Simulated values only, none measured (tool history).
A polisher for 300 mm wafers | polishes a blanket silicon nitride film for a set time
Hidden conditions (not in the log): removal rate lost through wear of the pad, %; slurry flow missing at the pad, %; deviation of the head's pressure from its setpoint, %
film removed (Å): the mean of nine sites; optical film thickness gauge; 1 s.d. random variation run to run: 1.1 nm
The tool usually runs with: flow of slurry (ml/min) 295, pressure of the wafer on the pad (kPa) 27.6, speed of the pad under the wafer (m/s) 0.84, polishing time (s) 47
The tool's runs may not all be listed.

| run | hour | flow of slurry (ml/min) | pressure of the wafer on the pad (kPa) | speed of the pad under the wafer (m/s) | polishing time (s) | wafers since the last listed run | wafers polished on this pad | hours since the slurry nozzle was cleaned | hours since the head pressure was calibrated | incoming thickness of the incoming film, nm | film removed (Å) |
|---|---|---|---|---|---|---|---|---|---|---|---|
| 1 | 0.0 | 355 | 33.1 | 0.84 | 47 | 0 | 1489 | 614.4 | 314.3 | 373.5 | 950 |
| 2 | 31.2 | 355 | 33.1 | 0.84 | 47 | 203 | 1693 | 645.6 | 345.5 | 377.9 | 925 |
| 3 | 99.2 | 295 | 27.6 | 0.84 | 47 | 443 | 2137 | 713.6 | 413.5 | 371.1 | 766 |
| 4 | 131.6 | 295 | 27.6 | 0.84 | 47 | 211 | 2348 | 746.0 | 445.9 | 369.0 | 759 |
|  | 196.8 | worn pad replaced by a new one |
| 5 | 200.9 | 295 | 27.6 | 0.84 | 47 | 426 | 26 | 815.3 | 515.2 | 368.9 | 782 |
| 6 | 227.5 | 295 | 27.6 | 0.84 | 47 | 173 | 200 | 841.9 | 541.8 | 371.0 | 798 |
| 7 | 279.8 | 370 | 27.6 | 0.92 | 47 | 341 | 541 | 894.2 | 594.1 | 372.8 | 869 |
| 8 | 314.3 | 295 | 27.6 | 0.68 | 43 | 225 | 766 | 928.7 | 628.6 | 367.4 | 611 |
|  | 322.5 | slurry nozzle cleaned |
| 9 | 342.9 | 295 | 27.6 | 0.84 | 47 | 180 | 946 | 20.4 | 657.2 | 367.9 | 781 |
| 10 | 413.1 | 295 | 27.6 | 0.84 | 47 | 458 | 1404 | 90.6 | 727.4 | 369.5 | 792 |
| 11 | 474.1 | 295 | 27.6 | 0.84 | 47 | 397 | 1802 | 151.6 | 788.4 | 367.0 | 747 |
| 12 | 516.9 | 245 | 31.0 | 0.84 | 47 | 279 | 2081 | 194.4 | 831.2 | 367.8 | 830 |
| 13 | 576.0 | 245 | 31.0 | 0.84 | 47 | 385 | 2467 | 253.5 | 890.3 | 370.1 | 826 |
|  | 621.7 | worn pad replaced by a new one |
| 14 | 645.1 | 245 | 31.0 | 0.84 | 47 | 424 | 152 | 322.6 | 959.4 | 367.1 | 880 |
|  | 665.6 | head pressure recalibrated |
| 15 | 674.9 | 295 | 27.6 | 0.84 | 47 | 181 | 334 | 352.4 | 9.3 | 369.0 | 789 |
| 16 | 746.5 | 295 | 27.6 | 0.84 | 47 | 467 | 801 | 424.0 | 80.9 | 374.1 | 806 |
| 17 | 886.1 | 295 | 27.6 | 0.84 | 47 | 910 | 1712 | 563.6 | 220.5 | 370.1 | 749 |
| 18 | 930.7 | 340 | 31.7 | 0.84 | 41 | 290 | 2003 | 608.2 | 265.1 | 369.5 | 760 |
| 19 | 970.6 | 295 | 27.6 | 0.84 | 47 | 260 | 2263 | 648.1 | 305.0 | 376.1 | 744 |
|  | 984.9 | worn pad replaced by a new one |
| 20 | 1022.1 | 375 | 34.5 | 0.84 | 47 | 309 | 242 | 699.6 | 356.5 | 369.8 | 999 |
| 21 | 1058.4 | 295 | 27.6 | 0.84 | 62 | 236 | 479 | 735.9 | 392.8 | 362.0 | 1031 |
|  | 1060.5 | slurry nozzle cleaned |
| 22 | 1106.6 | 295 | 27.6 | 1.06 | 47 | 307 | 787 | 46.1 | 441.0 | 367.6 | 916 |
| 23 | 1155.9 | 295 | 18.6 | 0.96 | 55 | 321 | 1109 | 95.4 | 490.3 | 371.9 | 675 |
| 24 | 1205.9 | 295 | 23.4 | 1.14 | 47 | 326 | 1435 | 145.4 | 540.3 | 378.5 | 812 |
| 25 | 1303.6 | 360 | 21.4 | 1.00 | 47 | 637 | 2072 | 243.1 | 638.0 | 373.0 | 678 |
| 26 | 1352.2 | 295 | 27.6 | 0.84 | 54 | 317 | 2390 | 291.7 | 686.6 | 364.7 | 858 |
|  | 1368.6 | worn pad replaced by a new one, of another model than before |
| 27 | 1405.4 | 395 | 27.6 | 0.98 | 47 | 320 | 240 | 344.9 | 739.8 | 363.3 | 931 |
| 28 | 1440.6 | 295 | 34.5 | 0.84 | 47 | 229 | 469 | 380.1 | 775.0 | 373.9 | 939 |
| 29 | 1622.0 | 330 | 33.8 | 0.68 | 32 | 1183 | 1653 | 561.5 | 956.4 | 367.0 | 503 |
| 30 | 1649.5 | 295 | 27.6 | 1.08 | 51 | 179 | 1832 | 589.0 | 983.9 | 374.6 | 1036 |
| 31 | 1720.1 | 295 | 27.6 | 1.12 | 47 | 460 | 2293 | 659.6 | 1054.5 | 367.6 | 1009 |
| 32 | 1786.5 | 330 | 27.6 | 0.84 | 47 | 433 | 2726 | 726.0 | 1120.9 | 366.9 | 761 |
|  | 1831.6 | worn pad replaced by a new one |
| 33 | 1842.1 | 295 | 27.6 | 0.84 | 35 | 336 | 68 | 781.6 | 1176.5 | 367.8 | 591 |
| 34 | 1880.8 | 295 | 19.3 | 0.84 | 47 | 252 | 320 | 820.3 | 1215.2 | 373.4 | 618 |
| 35 | 1912.1 | 195 | 36.5 | 0.84 | 47 | 204 | 525 | 851.6 | 1246.5 | 376.9 | 962 |
|  | 1919.9 | head pressure recalibrated |
| 36 | 1940.2 | 205 | 35.2 | 0.84 | 57 | 170 | 695 | 879.7 | 20.3 | 363.3 | 1159 |
| 37 | 1992.2 | 295 | 27.6 | 0.84 | 47 | 339 | 1034 | 931.7 | 72.3 | 366.4 | 787 |

Each row is a separate what-if for the run after 37, all from the same tool condition, not one after another. Results?
| A | 1992.6 | 295 | 27.6 | 0.84 | 47 | 2 | 1037 | 932.1 | 72.7 | 369.2 | ? |
| B | 1992.6 | 295 | 27.6 | 0.76 | 47 | 2 | 1037 | 932.1 | 72.7 | 369.2 | ? |
| C | 1992.6 | 345 | 37.2 | 1.12 | 61 | 2 | 1037 | 932.1 | 72.7 | 369.2 | ? |
| D | 1992.6 | 295 | 37.2 | 0.70 | 47 | 2 | 1037 | 932.1 | 72.7 | 369.2 | ? |

| run | film removed (Å) |
|---|---|
| A | 756 |
| B | 685 |
| C | 1647 |
| D | 800 |
Had the tool no hidden state, the same runs would have come out as:
| run | film removed (Å) |
|---|---|
| A | 777 |
| B | 704 |
| C | 1692 |
| D | 822 |
